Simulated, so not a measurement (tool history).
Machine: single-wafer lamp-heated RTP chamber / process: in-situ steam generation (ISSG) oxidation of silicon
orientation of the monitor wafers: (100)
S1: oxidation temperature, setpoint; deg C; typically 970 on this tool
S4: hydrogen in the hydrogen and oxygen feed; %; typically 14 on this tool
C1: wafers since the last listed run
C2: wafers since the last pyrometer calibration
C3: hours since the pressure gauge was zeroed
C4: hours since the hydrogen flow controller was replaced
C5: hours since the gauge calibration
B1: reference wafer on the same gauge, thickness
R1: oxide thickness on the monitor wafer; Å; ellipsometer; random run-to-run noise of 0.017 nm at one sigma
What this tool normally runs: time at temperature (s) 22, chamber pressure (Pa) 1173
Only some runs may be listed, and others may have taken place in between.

{"run": 1, "hour": 0.0, "S1": 964, "time at temperature (s)": 22, "chamber pressure (Pa)": 1173, "S4": 14, "C1": 0, "C2": 4327, "C3": 3874.7, "C4": 4223.2, "C5": 188.1, "B1": 5.18, "R1": 44.66}
{"run": 2, "hour": 42.3, "S1": 964, "time at temperature (s)": 22, "chamber pressure (Pa)": 1173, "S4": 14, "C1": 292, "C2": 4620, "C3": 3917.0, "C4": 4265.5, "C5": 230.4, "B1": 5.183, "R1": 44.51}
{"hour": 129.2, "done": "pyrometer window cleaned and pyrometer calibrated"}
{"run": 3, "hour": 233.6, "S1": 970, "time at temperature (s)": 16, "chamber pressure (Pa)": 1173, "S4": 14, "C1": 1268, "C2": 722, "C3": 4108.3, "C4": 4456.8, "C5": 421.7, "B1": 5.173, "R1": 39.13}
{"run": 4, "hour": 280.3, "S1": 970, "time at temperature (s)": 22, "chamber pressure (Pa)": 1173, "S4": 14, "C1": 323, "C2": 1045, "C3": 4155.0, "C4": 4503.5, "C5": 468.4, "B1": 5.175, "R1": 44.76}
{"run": 5, "hour": 430.1, "S1": 970, "time at temperature (s)": 22, "chamber pressure (Pa)": 1173, "S4": 14, "C1": 1036, "C2": 2082, "C3": 4304.8, "C4": 4653.3, "C5": 618.2, "B1": 5.184, "R1": 44.59}
{"run": 6, "hour": 492.6, "S1": 970, "time at temperature (s)": 22, "chamber pressure (Pa)": 1173, "S4": 14, "C1": 432, "C2": 2514, "C3": 4367.3, "C4": 4715.8, "C5": 680.7, "B1": 5.171, "R1": 45.01}
{"run": 7, "hour": 522.1, "S1": 970, "time at temperature (s)": 22, "chamber pressure (Pa)": 1173, "S4": 14, "C1": 204, "C2": 2719, "C3": 4396.8, "C4": 4745.3, "C5": 710.2, "B1": 5.175, "R1": 44.9}
{"run": 8, "hour": 553.5, "S1": 970, "time at temperature (s)": 22, "chamber pressure (Pa)": 1173, "S4": 14, "C1": 217, "C2": 2936, "C3": 4428.2, "C4": 4776.7, "C5": 741.6, "B1": 5.175, "R1": 45.16}
{"run": 9, "hour": 615.5, "S1": 970, "time at temperature (s)": 22, "chamber pressure (Pa)": 1173, "S4": 14, "C1": 429, "C2": 3365, "C3": 4490.2, "C4": 4838.7, "C5": 803.6, "B1": 5.175, "R1": 45.1}
{"run": 10, "hour": 675.2, "S1": 970, "time at temperature (s)": 22, "chamber pressure (Pa)": 1173, "S4": 14, "C1": 413, "C2": 3778, "C3": 4549.9, "C4": 4898.4, "C5": 863.3, "B1": 5.185, "R1": 45.06}
{"run": 11, "hour": 731.2, "S1": 970, "time at temperature (s)": 22, "chamber pressure (Pa)": 1173, "S4": 14, "C1": 387, "C2": 4166, "C3": 4605.9, "C4": 4954.4, "C5": 919.3, "B1": 5.185, "R1": 45.61}
{"run": 12, "hour": 801.2, "S1": 970, "time at temperature (s)": 22, "chamber pressure (Pa)": 1173, "S4": 14, "C1": 484, "C2": 4650, "C3": 4675.9, "C4": 5024.4, "C5": 989.3, "B1": 5.189, "R1": 45.75}
{"run": 13, "hour": 832.7, "S1": 970, "time at temperature (s)": 22, "chamber pressure (Pa)": 1173, "S4": 22, "C1": 217, "C2": 4868, "C3": 4707.4, "C4": 5055.9, "C5": 1020.8, "B1": 5.177, "R1": 50.53}
{"hour": 844.4, "done": "pyrometer window cleaned and pyrometer calibrated"}
{"run": 14, "hour": 862.1, "S1": 970, "time at temperature (s)": 22, "chamber pressure (Pa)": 1173, "S4": 22, "C1": 148, "C2": 122, "C3": 4736.8, "C4": 5085.3, "C5": 1050.2, "B1": 5.182, "R1": 49.22}
{"run": 15, "hour": 958.4, "S1": 990, "time at temperature (s)": 22, "chamber pressure (Pa)": 1173, "S4": 14, "C1": 666, "C2": 789, "C3": 4833.1, "C4": 5181.6, "C5": 1146.5, "B1": 5.182, "R1": 47.84}
{"run": 16, "hour": 995.2, "S1": 970, "time at temperature (s)": 22, "chamber pressure (Pa)": 1173, "S4": 14, "C1": 254, "C2": 1043, "C3": 4869.9, "C4": 5218.4, "C5": 1183.3, "B1": 5.177, "R1": 44.76}
{"run": 17, "hour": 1025.6, "S1": 959, "time at temperature (s)": 29, "chamber pressure (Pa)": 1107, "S4": 14, "C1": 210, "C2": 1254, "C3": 4900.3, "C4": 5248.8, "C5": 1213.7, "B1": 5.178, "R1": 49.0}
{"run": 18, "hour": 1090.8, "S1": 970, "time at temperature (s)": 22, "chamber pressure (Pa)": 1173, "S4": 14, "C1": 451, "C2": 1705, "C3": 4965.5, "C4": 5314.0, "C5": 1278.9, "B1": 5.179, "R1": 44.7}
{"hour": 1100.8, "done": "pressure gauge zeroed"}
{"run": 19, "hour": 1154.8, "S1": 979, "time at temperature (s)": 22, "chamber pressure (Pa)": 1293, "S4": 18, "C1": 387, "C2": 2092, "C3": 54.0, "C4": 5378.0, "C5": 1342.9, "B1": 5.171, "R1": 48.47}
{"run": 20, "hour": 1197.3, "S1": 970, "time at temperature (s)": 18, "chamber pressure (Pa)": 1173, "S4": 14, "C1": 294, "C2": 2386, "C3": 96.5, "C4": 5420.5, "C5": 1385.4, "B1": 5.178, "R1": 41.14}
{"hour": 1207.5, "done": "gauge calibrated"}
{"hour": 1246.5, "done": "hydrogen flow controller replaced"}
{"run": 21, "hour": 1247.7, "S1": 970, "time at temperature (s)": 29, "chamber pressure (Pa)": 1173, "S4": 14, "C1": 293, "C2": 2680, "C3": 146.9, "C4": 1.2, "C5": 40.2, "B1": 5.176, "R1": 51.39}
{"run": 22, "hour": 1303.2, "S1": 970, "time at temperature (s)": 22, "chamber pressure (Pa)": 1173, "S4": 14, "C1": 384, "C2": 3064, "C3": 202.4, "C4": 56.7, "C5": 95.7, "B1": 5.186, "R1": 45.09}
{"run": 23, "hour": 1351.6, "S1": 970, "time at temperature (s)": 29, "chamber pressure (Pa)": 1347, "S4": 14, "C1": 334, "C2": 3399, "C3": 250.8, "C4": 105.1, "C5": 144.1, "B1": 5.182, "R1": 50.36}
{"run": 24, "hour": 1396.1, "S1": 982, "time at temperature (s)": 26, "chamber pressure (Pa)": 1347, "S4": 21, "C1": 307, "C2": 3707, "C3": 295.3, "C4": 149.6, "C5": 188.6, "B1": 5.174, "R1": 54.32}
{"run": 25, "hour": 1553.0, "S1": 960, "time at temperature (s)": 31, "chamber pressure (Pa)": 1173, "S4": 11, "C1": 1085, "C2": 4793, "C3": 452.2, "C4": 306.5, "C5": 345.5, "B1": 5.176, "R1": 49.4}
{"hour": 1588.8, "done": "pyrometer window cleaned and pyrometer calibrated"}
{"run": 26, "hour": 1592.7, "S1": 982, "time at temperature (s)": 22, "chamber pressure (Pa)": 1173, "S4": 14, "C1": 219, "C2": 26, "C3": 491.9, "C4": 346.2, "C5": 385.2, "B1": 5.181, "R1": 46.75}
{"run": 27, "hour": 1645.5, "S1": 959, "time at temperature (s)": 19, "chamber pressure (Pa)": 1173, "S4": 19, "C1": 365, "C2": 392, "C3": 544.7, "C4": 399.0, "C5": 438.0, "B1": 5.179, "R1": 43.28}
{"run": 28, "hour": 1700.9, "S1": 970, "time at temperature (s)": 22, "chamber pressure (Pa)": 1173, "S4": 11, "C1": 383, "C2": 775, "C3": 600.1, "C4": 454.4, "C5": 493.4, "B1": 5.173, "R1": 42.16}

Take each entry between the runs: how does the hidden state at the last listed run before it differ from the hidden state at the first listed run after it?
In the gap between runs 2 and 3: pyrometer window cleaned and pyrometer calibrated (hour 129.2)
  true wafer temperature minus pyrometer reading, K: 5.5 -> 0.691
  measured minus no-state result, R1: +0.82 -> +0.08 Å
In the gap between runs 13 and 14: pyrometer window cleaned and pyrometer calibrated (hour 844.4)
  true wafer temperature minus pyrometer reading, K: 6.59 -> 0.173
  measured minus no-state result, R1: +1.17 -> +0.03 Å
In the gap between runs 18 and 19: pressure gauge zeroed (hour 1100.8)
  true wafer temperature minus pyrometer reading, K: 0.909 -> 1.34
  measured minus no-state result, R1: +0.14 -> +0.24 Å
In the gap between runs 20 and 21: gauge calibrated (hour 1207.5); hydrogen flow controller replaced (hour 1246.5)
  true wafer temperature minus pyrometer reading, K: 1.69 -> 2.15
  measured minus no-state result, R1: +0.23 -> +0.42 Å
In the gap between runs 25 and 26: pyrometer window cleaned and pyrometer calibrated (hour 1588.8)
  true wafer temperature minus pyrometer reading, K: 6.29 -> 0.354
  measured minus no-state result, R1: +1.12 -> +0.06 Å

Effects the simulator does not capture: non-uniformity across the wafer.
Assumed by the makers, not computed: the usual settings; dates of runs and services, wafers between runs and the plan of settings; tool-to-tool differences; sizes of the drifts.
